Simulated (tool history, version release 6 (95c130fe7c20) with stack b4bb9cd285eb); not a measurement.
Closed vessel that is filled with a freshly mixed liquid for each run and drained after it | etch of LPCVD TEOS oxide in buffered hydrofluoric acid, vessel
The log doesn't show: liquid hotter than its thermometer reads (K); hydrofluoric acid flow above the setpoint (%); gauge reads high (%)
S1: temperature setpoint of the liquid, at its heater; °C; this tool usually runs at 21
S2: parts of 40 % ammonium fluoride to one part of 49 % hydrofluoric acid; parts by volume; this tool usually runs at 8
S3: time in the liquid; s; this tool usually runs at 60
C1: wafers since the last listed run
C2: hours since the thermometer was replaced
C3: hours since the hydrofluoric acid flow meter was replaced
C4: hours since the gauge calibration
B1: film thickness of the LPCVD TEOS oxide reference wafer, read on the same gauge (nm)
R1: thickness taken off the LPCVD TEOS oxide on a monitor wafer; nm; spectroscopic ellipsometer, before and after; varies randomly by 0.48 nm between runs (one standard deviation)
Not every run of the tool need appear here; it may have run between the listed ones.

run 1 day=0 | S1=21 S2=8 S3=60 | C1=0 C2=3005 C3=1743.5 C4=235.5 | B1=89.96 | R1=142.19
run 2 day=0.675 | S1=19 S2=8.5 S3=60 | C1=2011 C2=3021.2 C3=1759.7 C4=251.7 | B1=89.96 | R1=118.54
run 3 day=0.971 | S1=21 S2=8 S3=60 | C1=881 C2=3028.3 C3=1766.8 C4=258.8 | B1=90.01 | R1=141.24
run 4 day=1.429 | S1=21 S2=8 S3=60 | C1=1365 C2=3039.3 C3=1777.8 C4=269.8 | B1=89.99 | R1=142.16
run 5 day=1.921 | S1=21 S2=8 S3=60 | C1=1465 C2=3051.1 C3=1789.6 C4=281.6 | B1=90.03 | R1=141.43
run 6 day=2.279 | S1=24.5 S2=8 S3=50 | C1=1067 C2=3059.7 C3=1798.2 C4=290.2 | B1=90.04 | R1=143.59
run 7 day=2.583 | S1=21 S2=8 S3=60 | C1=906 C2=3067 C3=1805.5 C4=297.5 | B1=90.01 | R1=143.03
run 8 day=3.15 | S1=21 S2=8 S3=60 | C1=1688 C2=3080.6 C3=1819.1 C4=311.1 | B1=90.01 | R1=143.11
run 9 day=3.883 | S1=19.5 S2=8 S3=60 | C1=2185 C2=3098.2 C3=1836.7 C4=328.7 | B1=90 | R1=132.05
run 10 day=4.562 | S1=19.5 S2=8 S3=60 | C1=2023 C2=3114.5 C3=1853 C4=345 | B1=90.01 | R1=132.73
run 11 day=4.842 | S1=18.5 S2=7 S3=60 | C1=831 C2=3121.2 C3=1859.7 C4=351.7 | B1=90.03 | R1=142.47
-- day=5.108 thermometer replaced
run 12 day=5.125 | S1=18.5 S2=7 S3=60 | C1=720 C2=0.4 C3=1866.5 C4=358.5 | B1=90 | R1=118.66
run 13 day=5.504 | S1=18.5 S2=7 S3=60 | C1=1129 C2=9.5 C3=1875.6 C4=367.6 | B1=89.98 | R1=118.66
run 14 day=5.854 | S1=21 S2=8 S3=60 | C1=1042 C2=17.9 C3=1884 C4=376 | B1=90 | R1=121.4
run 15 day=6.279 | S1=21 S2=10 S3=85 | C1=1266 C2=28.1 C3=1894.2 C4=386.2 | B1=89.99 | R1=135.11
-- day=6.725 gauge calibrated
run 16 day=6.808 | S1=21 S2=8 S3=60 | C1=1576 C2=40.8 C3=1906.9 C4=2 | B1=90.01 | R1=120.2
run 17 day=7.296 | S1=21 S2=11 S3=40 | C1=1452 C2=52.5 C3=1918.6 C4=13.7 | B1=90.02 | R1=59.5
run 18 day=7.892 | S1=18 S2=10.5 S3=60 | C1=1775 C2=66.8 C3=1932.9 C4=28 | B1=89.99 | R1=78.63
run 19 day=8.188 | S1=17 S2=9.5 S3=80 | C1=881 C2=73.9 C3=1940 C4=35.1 | B1=90.01 | R1=107.83
run 20 day=8.867 | S1=19 S2=5.5 S3=30 | C1=2023 C2=90.2 C3=1956.3 C4=51.4 | B1=90 | R1=75.97
run 21 day=9.338 | S1=19 S2=9 S3=85 | C1=1403 C2=101.5 C3=1967.6 C4=62.7 | B1=90.01 | R1=135.88
run 22 day=10.062 | S1=21 S2=8 S3=60 | C1=2160 C2=118.9 C3=1985 C4=80.1 | B1=90 | R1=121.46
-- day=10.346 hydrofluoric acid flow meter replaced
run 23 day=10.562 | S1=24.5 S2=8 S3=80 | C1=1365 C2=130.9 C3=5.2 C4=92.1 | B1=90.04 | R1=177.93
run 24 day=11.142 | S1=17.5 S2=5.5 S3=60 | C1=1725 C2=144.8 C3=19.1 C4=106 | B1=90 | R1=128.82
run 25 day=11.717 | S1=21 S2=7 S3=60 | C1=1713 C2=158.6 C3=32.9 C4=119.8 | B1=90.05 | R1=128.03
run 26 day=12.467 | S1=21 S2=9 S3=60 | C1=2234 C2=176.6 C3=50.9 C4=137.8 | B1=90 | R1=97.61
run 27 day=13.142 | S1=17.5 S2=5.5 S3=60 | C1=2011 C2=192.8 C3=67.1 C4=154 | B1=90 | R1=128.81
run 28 day=13.704 | S1=21 S2=8 S3=75 | C1=1676 C2=206.3 C3=80.6 C4=167.5 | B1=90.02 | R1=138.87
run 29 day=14.246 | S1=21 S2=10 S3=80 | C1=1614 C2=219.3 C3=93.6 C4=180.5 | B1=89.97 | R1=120.82
run 30 day=14.6 | S1=21 S2=8 S3=60 | C1=1055 C2=227.8 C3=102.1 C4=189 | B1=89.99 | R1=111.29
run 31 day=15.279 | S1=21 S2=10 S3=35 | C1=2023 C2=244.1 C3=118.4 C4=205.3 | B1=90.01 | R1=53.55
run 32 day=15.954 | S1=21 S2=8 S3=95 | C1=2011 C2=260.3 C3=134.6 C4=221.5 | B1=90 | R1=176.58

Hidden state, per run?
gauge reads high (%): 0 in every run
H1: liquid hotter than its thermometer reads (K)
H2: hydrofluoric acid flow above the setpoint (%)
run=1 H1=3.19 H2=9.74
run=2 H1=3.2 H2=9.82
run=3 H1=3.21 H2=9.86
run=4 H1=3.22 H2=9.92
run=5 H1=3.23 H2=9.98
run=6 H1=3.24 H2=10
run=7 H1=3.24 H2=10.1
run=8 H1=3.25 H2=10.1
run=9 H1=3.27 H2=10.2
run=10 H1=3.29 H2=10.3
run=11 H1=3.29 H2=10.4
run=12 H1=0.152 H2=10.4
run=13 H1=0.16 H2=10.4
run=14 H1=0.168 H2=10.5
run=15 H1=0.177 H2=10.5
run=16 H1=0.188 H2=10.6
run=17 H1=0.199 H2=10.7
run=18 H1=0.211 H2=10.7
run=19 H1=0.218 H2=10.8
run=20 H1=0.232 H2=10.9
run=21 H1=0.242 H2=10.9
run=22 H1=0.258 H2=11
run=23 H1=0.268 H2=0.912
run=24 H1=0.281 H2=0.987
run=25 H1=0.293 H2=1.06
run=26 H1=0.309 H2=1.16
run=27 H1=0.323 H2=1.24
run=28 H1=0.335 H2=1.31
run=29 H1=0.347 H2=1.38
run=30 H1=0.354 H2=1.43
run=31 H1=0.369 H2=1.52
run=32 H1=0.383 H2=1.6
